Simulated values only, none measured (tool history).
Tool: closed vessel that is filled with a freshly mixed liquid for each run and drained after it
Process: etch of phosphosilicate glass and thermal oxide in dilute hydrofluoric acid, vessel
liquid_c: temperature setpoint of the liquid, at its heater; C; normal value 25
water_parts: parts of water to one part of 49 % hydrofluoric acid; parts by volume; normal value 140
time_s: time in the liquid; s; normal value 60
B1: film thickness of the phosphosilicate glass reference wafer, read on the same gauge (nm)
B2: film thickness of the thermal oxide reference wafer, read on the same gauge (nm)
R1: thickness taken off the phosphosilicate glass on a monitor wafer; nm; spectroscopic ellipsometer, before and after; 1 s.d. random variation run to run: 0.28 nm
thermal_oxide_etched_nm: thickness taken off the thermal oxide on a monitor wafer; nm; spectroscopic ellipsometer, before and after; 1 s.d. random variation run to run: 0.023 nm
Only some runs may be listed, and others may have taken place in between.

Run 1, hour 0: usual settings; B1 69.96; B2 59.998. Result: R1 55.14 nm, thermal_oxide_etched_nm 1.829 nm.
Run 2, hour 68.3: usual settings but water_parts 95 parts by volume; B1 70.02; B2 59.977. Result: R1 87.2 nm, thermal_oxide_etched_nm 2.817 nm.
Run 3, hour 125.9: usual settings but water_parts 95 parts by volume; B1 70.01; B2 59.995. Result: R1 86.15 nm, thermal_oxide_etched_nm 2.762 nm.
Run 4, hour 216.7: usual settings; B1 69.98; B2 59.968. Result: R1 55.32 nm, thermal_oxide_etched_nm 1.787 nm.
At hour 251.9: hydrofluoric acid flow meter replaced.
Run 5, hour 319.7: usual settings; B1 70; B2 60.007. Result: R1 56.04 nm, thermal_oxide_etched_nm 1.817 nm.
At hour 322.8: thermometer replaced.
Run 6, hour 391.2: usual settings; B1 69.99; B2 59.984. Result: R1 55.73 nm, thermal_oxide_etched_nm 1.85 nm.
Run 7, hour 473.6: usual settings; B1 69.99; B2 59.988. Result: R1 55.28 nm, thermal_oxide_etched_nm 1.793 nm.
Run 8, hour 552.2: usual settings; B1 69.99; B2 59.95. Result: R1 55.62 nm, thermal_oxide_etched_nm 1.77 nm.
Run 9, hour 634.3: usual settings; B1 70; B2 60.003. Result: R1 55.82 nm, thermal_oxide_etched_nm 1.782 nm.
Run 10, hour 687.4: usual settings but liquid_c 28.5 C, water_parts 90 parts by volume, time_s 70 s; B1 70; B2 59.959. Result: R1 123.24 nm, thermal_oxide_etched_nm 3.839 nm.
Run 11, hour 769.9: usual settings; B1 69.97; B2 60.004. Result: R1 55.6 nm, thermal_oxide_etched_nm 1.798 nm.
Run 12, hour 834.9: usual settings but liquid_c 26.5 C; B1 70.03; B2 60.02. Result: R1 58.86 nm, thermal_oxide_etched_nm 1.877 nm.
Run 13, hour 1034.8: usual settings but liquid_c 27 C, water_parts 175 parts by volume, time_s 80 s; B1 70.02; B2 59.982. Result: R1 61.36 nm, thermal_oxide_etched_nm 1.975 nm.
Run 14, hour 1235.4: usual settings but liquid_c 20.5 C, water_parts 120 parts by volume, time_s 40 s; B1 69.97; B2 60.042. Result: R1 36.91 nm, thermal_oxide_etched_nm 1.185 nm.
At hour 1269.4: hydrofluoric acid flow meter replaced.
Run 15, hour 1339.9: usual settings but liquid_c 26.5 C, water_parts 195 parts by volume, time_s 35 s; B1 69.99; B2 59.974. Result: R1 23.09 nm, thermal_oxide_etched_nm 0.741 nm.
Run 16, hour 1438.2: usual settings but liquid_c 30 C, water_parts 195 parts by volume; B1 70; B2 59.97. Result: R1 44.69 nm, thermal_oxide_etched_nm 1.462 nm.
Run 17, hour 1503.7: usual settings; B1 69.99; B2 60.036. Result: R1 56.19 nm, thermal_oxide_etched_nm 1.776 nm.
At hour 1516.1: gauge calibrated.
Run 18, hour 1543.2: usual settings; B1 70.01; B2 59.983. Result: R1 55.41 nm, thermal_oxide_etched_nm 1.795 nm.
Run 19, hour 1582.2: usual settings but liquid_c 27 C, water_parts 110 parts by volume, time_s 75 s; B1 70.01; B2 59.995. Result: R1 99.23 nm, thermal_oxide_etched_nm 3.181 nm.
At hour 1599.8: thermometer replaced.
Run 20, hour 1905.1: usual settings but liquid_c 29.5 C, water_parts 200 parts by volume, time_s 40 s; B1 69.99; B2 60.024. Result: R1 28.61 nm, thermal_oxide_etched_nm 0.948 nm.
Run 21, hour 1952.6: usual settings but water_parts 95 parts by volume, time_s 35 s; B1 69.97; B2 60.014. Result: R1 50.21 nm, thermal_oxide_etched_nm 1.626 nm.
Run 22, hour 2050.9: usual settings but liquid_c 20.5 C, water_parts 120 parts by volume, time_s 40 s; B1 70.02; B2 59.996. Result: R1 37.21 nm, thermal_oxide_etched_nm 1.201 nm.
Run 23, hour 2111.1: usual settings but liquid_c 23 C, time_s 80 s; B1 70.01; B2 59.999. Result: R1 68.9 nm, thermal_oxide_etched_nm 2.225 nm.
Run 24, hour 2162.3: usual settings but liquid_c 27 C, water_parts 115 parts by volume, time_s 90 s; B1 69.99; B2 59.994. Result: R1 113.07 nm, thermal_oxide_etched_nm 3.63 nm.
Run 25, hour 2242.7: usual settings but liquid_c 23.5 C, water_parts 100 parts by volume, time_s 85 s; B1 70.01; B2 59.987. Result: R1 109.2 nm, thermal_oxide_etched_nm 3.615 nm.

What if the next run were any one of these 4? Each begins from the tool's condition after run 25:
Run A, hour 2243.4: usual settings but liquid_c 23.5 C; B1 ?; B2 ?. Result: R1 ?, thermal_oxide_etched_nm ?.
Run B, hour 2243.4: usual settings but water_parts 175 parts by volume, time_s 95 s; B1 ?; B2 ?. Result: R1 ?, thermal_oxide_etched_nm ?.
Run C, hour 2243.4: usual settings but liquid_c 27.5 C, water_parts 105 parts by volume, time_s 70 s; B1 ?; B2 ?. Result: R1 ?, thermal_oxide_etched_nm ?.
Run D, hour 2243.4: usual settings but time_s 35 s; B1 ?; B2 ?. Result: R1 ?, thermal_oxide_etched_nm ?.

run  B1      B2     R1  thermal_oxide_etched_nm
  A  70  59.978  52.46                    1.739
  B  70  59.978  67.59                    2.241
  C  70  59.978  99.36                    3.294
  D  70  59.978  32.42                    1.075
What these runs would have given with no unlogged condition in the tool:
run     R1  thermal_oxide_etched_nm
  A  52.46                    1.739
  B  67.59                    2.241
  C  99.36                    3.294
  D  32.42                    1.075
